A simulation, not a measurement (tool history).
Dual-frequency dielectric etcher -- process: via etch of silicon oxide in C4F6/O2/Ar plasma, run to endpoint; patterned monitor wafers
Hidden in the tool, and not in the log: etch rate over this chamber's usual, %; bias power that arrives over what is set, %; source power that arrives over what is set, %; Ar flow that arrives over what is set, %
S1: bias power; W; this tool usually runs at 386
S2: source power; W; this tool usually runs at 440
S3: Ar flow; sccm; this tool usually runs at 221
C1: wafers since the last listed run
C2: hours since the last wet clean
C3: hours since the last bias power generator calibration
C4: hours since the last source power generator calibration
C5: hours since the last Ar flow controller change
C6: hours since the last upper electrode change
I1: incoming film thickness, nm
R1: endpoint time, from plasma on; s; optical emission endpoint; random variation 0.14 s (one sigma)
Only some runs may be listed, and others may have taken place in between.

run   hour   S1   S2   S3   C1     C2      C3      C4      C5      C6     I1    R1
  1    0.0  386  440  243    0  124.8  2854.3  1698.6  3780.0  1811.9  127.4  29.2
  2    9.6  386  440  243  152  134.4  2863.9  1708.2  3789.6  1821.5  126.7  29.1
  3   26.8  386  440  252  272  151.6  2881.1  1725.4  3806.8  1838.7  127.2  29.2
  4   36.5  386  440  252  153  161.3  2890.8  1735.1  3816.5  1848.4  126.7  29.3
  5   49.4  386  440  208  204  174.2  2903.7  1748.0  3829.4  1861.3  127.6  28.6
  6   59.1  386  440  208  153  183.9  2913.4  1757.7  3839.1  1871.0  126.1  28.2
  7   75.4  386  440  208  258  200.2  2929.7  1774.0  3855.4  1887.3  126.5  28.2
  8   92.4  386  440  221  269  217.2  2946.7  1791.0  3872.4  1904.3  127.2  29.0
     106.4  -- source power generator calibrated
  9  109.6  386  410  221  209  234.4  2963.9     3.2  3889.6  1921.5  127.3  29.5
 10  123.4  386  410  221  218  248.2  2977.7    17.0  3903.4  1935.3  126.3  29.2
 11  138.5  386  410  221  239  263.3  2992.8    32.1  3918.5  1950.4  127.3  29.8
 12  146.6  386  410  166  128  271.4  3000.9    40.2  3926.6  1958.5  127.6  27.9
 13  158.5  416  490  221  188  283.3  3012.8    52.1  3938.5  1970.4  126.0  26.9
 14  167.7  386  440  221  145  292.5  3022.0    61.3  3947.7  1979.6  125.8  29.1
 15  184.5  386  440  221  266  309.3  3038.8    78.1  3964.5  1996.4  127.7  29.1
     219.0  -- wet clean of the chamber
     240.1  -- upper electrode replaced
 16  240.6  357  360  256  174   21.6  3094.9   134.2  4020.6     0.5  126.8  31.5
 17  241.0  386  440  221    6   22.0  3095.3   134.6  4021.0     0.9  127.0  28.2
 18  241.3  386  440  221    4   22.3  3095.6   134.9  4021.3     1.2  126.8  28.0
     252.5  -- bias power generator calibrated
     260.0  -- Ar flow controller replaced
 19  262.9  386  440  243  183   43.9    10.4   156.5     2.9    22.8  127.4  28.8
 20  271.3  386  400  221  133   52.3    18.8   164.9    11.3    31.2  126.2  28.9
 21  287.3  455  440  221  253   68.3    34.8   180.9    27.3    47.2  124.0  25.3
 22  297.3  474  360  174  158   78.3    44.8   190.9    37.3    57.2  126.7  25.3
 23  308.2  310  380  183  172   89.2    55.7   201.8    48.2    68.1  126.9  32.6
 24  324.2  327  510  187  253  105.2    71.7   217.8    64.2    84.1  125.5  29.0
 25  338.0  386  440  243  218  119.0    85.5   231.6    78.0    97.9  127.8  29.3
 26  353.1  304  440  221  239  134.1   100.6   246.7    93.1   113.0  127.3  33.0
 27  359.9  386  440  221  107  140.9   107.4   253.5    99.9   119.8  126.6  28.4
 28  371.7  386  540  221  187  152.7   119.2   265.3   111.7   131.6  126.6  27.3

Hidden state or all else? Some run-to-run changes of R1, split into what the settings, what came in and random variation would give without the hidden state, and what is left for the hidden state (with any gauge scatter that isn't in both results):
Run 2 -> 3: S3 243 -> 252. R1 +0.1 s: hidden state +0.1, all else +0.0.
Run 15 -> 16: S1 386 -> 357, S2 440 -> 360, S3 221 -> 256, wet clean of the chamber, upper electrode replaced. R1 +2.4 s: hidden state -1.1, all else +3.5.
Run 22 -> 23: S1 474 -> 310, S2 360 -> 380, S3 174 -> 183. R1 +7.3 s: hidden state +0.1, all else +7.2.
Run 26 -> 27: S1 304 -> 386. R1 -4.6 s: hidden state +0.0, all else -4.6.
